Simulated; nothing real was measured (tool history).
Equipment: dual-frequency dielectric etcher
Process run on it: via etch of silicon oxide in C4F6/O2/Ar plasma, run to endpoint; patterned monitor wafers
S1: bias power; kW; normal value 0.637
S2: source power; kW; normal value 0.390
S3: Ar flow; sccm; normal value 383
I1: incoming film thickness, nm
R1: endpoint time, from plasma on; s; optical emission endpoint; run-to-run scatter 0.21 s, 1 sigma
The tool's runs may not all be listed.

{"run": 1, "day": 0.0, "S1": 0.637, "S2": 0.39, "S3": 383, "I1": 130.5, "R1": 27.5}
{"day": 0.808, "done": "bias power generator calibrated"}
{"run": 2, "day": 0.829, "S1": 0.637, "S2": 0.39, "S3": 383, "I1": 131.6, "R1": 27.9}
{"run": 3, "day": 2.921, "S1": 0.637, "S2": 0.39, "S3": 312, "I1": 131.1, "R1": 27.4}
{"run": 4, "day": 3.296, "S1": 0.598, "S2": 0.39, "S3": 383, "I1": 130.5, "R1": 28.8}
{"run": 5, "day": 3.846, "S1": 0.637, "S2": 0.39, "S3": 383, "I1": 130.5, "R1": 27.6}
{"run": 6, "day": 4.117, "S1": 0.547, "S2": 0.49, "S3": 411, "I1": 131.2, "R1": 29.1}
{"run": 7, "day": 4.642, "S1": 0.637, "S2": 0.39, "S3": 357, "I1": 132.2, "R1": 28.0}
{"run": 8, "day": 4.954, "S1": 0.637, "S2": 0.43, "S3": 383, "I1": 131.7, "R1": 27.3}
{"run": 9, "day": 5.467, "S1": 0.735, "S2": 0.39, "S3": 328, "I1": 131.1, "R1": 25.5}
{"run": 10, "day": 5.721, "S1": 0.637, "S2": 0.39, "S3": 383, "I1": 132.0, "R1": 28.5}
{"run": 11, "day": 6.104, "S1": 0.712, "S2": 0.42, "S3": 383, "I1": 131.3, "R1": 25.5}
{"day": 7.479, "done": "wet clean of the chamber"}
{"run": 12, "day": 8.346, "S1": 0.637, "S2": 0.39, "S3": 383, "I1": 132.9, "R1": 28.1}
{"run": 13, "day": 8.962, "S1": 0.545, "S2": 0.39, "S3": 383, "I1": 131.2, "R1": 30.7}
{"day": 9.262, "done": "Ar flow controller replaced"}
{"run": 14, "day": 9.488, "S1": 0.559, "S2": 0.35, "S3": 416, "I1": 132.1, "R1": 31.4}
{"run": 15, "day": 9.746, "S1": 0.637, "S2": 0.39, "S3": 449, "I1": 130.0, "R1": 28.2}
{"run": 16, "day": 10.138, "S1": 0.506, "S2": 0.35, "S3": 418, "I1": 130.7, "R1": 33.8}
{"run": 17, "day": 10.704, "S1": 0.637, "S2": 0.39, "S3": 383, "I1": 131.3, "R1": 27.4}
{"run": 18, "day": 11.1, "S1": 0.637, "S2": 0.39, "S3": 383, "I1": 131.6, "R1": 27.7}
{"run": 19, "day": 11.892, "S1": 0.637, "S2": 0.39, "S3": 383, "I1": 130.9, "R1": 27.6}
{"run": 20, "day": 12.371, "S1": 0.561, "S2": 0.48, "S3": 346, "I1": 130.9, "R1": 28.2}
{"run": 21, "day": 12.646, "S1": 0.749, "S2": 0.39, "S3": 457, "I1": 131.8, "R1": 25.6}
{"run": 22, "day": 13.317, "S1": 0.529, "S2": 0.39, "S3": 354, "I1": 130.5, "R1": 31.4}
{"run": 23, "day": 14.042, "S1": 0.547, "S2": 0.3, "S3": 413, "I1": 131.0, "R1": 33.9}
{"run": 24, "day": 14.612, "S1": 0.576, "S2": 0.39, "S3": 429, "I1": 131.6, "R1": 30.7}
{"run": 25, "day": 15.108, "S1": 0.574, "S2": 0.33, "S3": 457, "I1": 132.2, "R1": 32.4}

What will run 26 give?
{"run": 26, "day": 15.529, "S1": 0.592, "S2": 0.36, "S3": 304, "I1": 131.1, "R1": "?"}

{"run 26": {"R1": 29.6}}
Without the tool's hidden state the same run would have given R1 28.7 s.
